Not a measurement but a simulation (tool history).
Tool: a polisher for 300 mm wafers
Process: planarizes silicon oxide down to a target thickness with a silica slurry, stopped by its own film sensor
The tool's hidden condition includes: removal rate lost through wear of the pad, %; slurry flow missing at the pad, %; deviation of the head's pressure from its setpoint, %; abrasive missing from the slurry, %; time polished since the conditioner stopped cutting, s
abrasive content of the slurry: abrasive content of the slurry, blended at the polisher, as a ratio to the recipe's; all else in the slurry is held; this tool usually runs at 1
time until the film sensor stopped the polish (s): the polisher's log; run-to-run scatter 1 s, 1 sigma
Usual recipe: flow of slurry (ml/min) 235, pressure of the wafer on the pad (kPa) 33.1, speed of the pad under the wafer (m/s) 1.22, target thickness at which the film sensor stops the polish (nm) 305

run	day	flow of slurry (ml/min)	pressure of the wafer on the pad (kPa)	speed of the pad under the wafer (m/s)	abrasive content of the slurry	target thickness at which the film sensor stops the polish (nm)	wafers since the last listed run	wafers polished on this pad	hours since the slurry nozzle was cleaned	hours since the head pressure was calibrated	hours since the slurry blender was calibrated	hours since the conditioning disc was replaced	incoming thickness of the incoming film, nm	time until the film sensor stopped the polish (s)
1	0	235	33.1	1.22	1	305	0	615	221.8	706.1	42.7	77.1	588.5	76.5
2	0.683	235	33.1	1.22	1	305	115	731	238.2	722.5	59.1	93.5	593.1	78.7
3	1.575	235	33.1	1.22	1	352	150	882	259.6	743.9	80.5	114.9	590.6	64.6
4	2.354	235	29	1.22	1	305	131	1014	278.3	762.6	99.2	133.6	588.9	82.1
5	3.275	270	21.4	1.56	1	370	155	1170	300.4	784.7	121.3	155.7	586.7	61.5
6	4.067	235	33.1	1.22	1	305	134	1304	319.4	803.7	140.3	174.7	593.5	78.6
7	5.354	235	33.1	1.22	0.9	305	218	1522	350.3	834.6	171.2	205.6	587.3	84
# day 5.979: worn pad replaced by a new one
8	6.608	235	33.1	1.22	1	305	184	106	380.4	864.7	201.3	235.7	587.3	80.3
9	7.696	310	33.1	1.36	1	236	184	290	406.5	890.8	227.4	261.8	584.1	88
10	8.721	235	33.1	1.22	1	305	173	464	431.1	915.4	252	286.4	589.8	81.8
# day 9.592: slurry blender recalibrated
11	9.688	235	33.1	1.22	1	305	149	613	454.3	938.6	2.3	309.6	598	77.2
12	10.342	235	33.1	1.22	1	305	110	724	470	954.3	18	325.3	591.3	77.8
# day 11.779: head pressure recalibrated
# day 13.792: conditioning disc replaced and pad reconditioned
13	13.867	235	33.1	1.22	1	305	568	1293	554.6	50.1	102.6	1.8	585.5	75.9
# day 14.367: worn pad replaced by a new one
14	14.917	295	26.9	1.22	0.9	378	149	93	579.8	75.3	127.8	27	592.7	67.6
# day 15.896: slurry nozzle cleaned
15	16.367	205	33.1	1.34	1.25	237	238	331	11.3	110.1	162.6	61.8	584	81.5
16	17.092	235	41.4	1.22	0.75	305	122	454	28.7	127.5	180	79.2	588.1	82.3
17	17.654	235	33.1	1.44	1.15	330	95	549	42.2	141	193.5	92.7	599.3	61
18	18.25	235	40.7	1.22	1	305	100	650	56.5	155.3	207.8	107	582.6	68.4
19	21.158	265	43.4	1.44	1	305	492	1143	126.3	225.1	277.6	176.8	594.3	62.2
# day 21.479: slurry blender recalibrated
20	22.538	235	33.1	1.48	0.75	305	219	1362	159.4	258.2	25.4	209.9	598.6	78.5
21	23.129	295	26.9	1.22	0.9	378	100	1462	173.6	272.4	39.6	224.1	582.6	66.1
# day 24.15: worn pad replaced by a new one
22	24.192	275	33.1	1.22	1	305	151	7	199.1	297.9	65.1	249.6	588.2	75.5
23	25.517	235	33.1	1.22	0.9	305	224	231	230.9	329.7	96.9	281.4	591.6	82.5
24	26.279	290	40.7	1.22	1	305	129	360	249.2	348	115.2	299.7	579.5	64
25	27.342	235	33.1	1.08	1	305	179	540	274.7	373.5	140.7	325.2	588.5	85.7
26	28.667	235	27.6	1.6	1.25	305	224	764	306.5	405.3	172.5	357	588	64

Each row is a separate what-if for the run after 26, all from the same tool condition, not one after another. Results?
A	28.683	235	33.1	1.22	1	305	2	767	306.9	405.7	172.9	357.4	595.1	?
B	28.683	235	42.7	1.64	1.2	388	2	767	306.9	405.7	172.9	357.4	595.1	?
C	28.683	235	33.1	1.22	1	356	2	767	306.9	405.7	172.9	357.4	595.1	?
D	28.683	160	29.6	1.22	1	270	2	767	306.9	405.7	172.9	357.4	595.1	?

run	time until the film sensor stopped the polish (s)
A	80.9
B	35.5
C	66.7
D	102.7
What these runs would have given with no unlogged condition in the tool:
run	time until the film sensor stopped the polish (s)
A	77.8
B	34.2
C	64.1
D	98.8
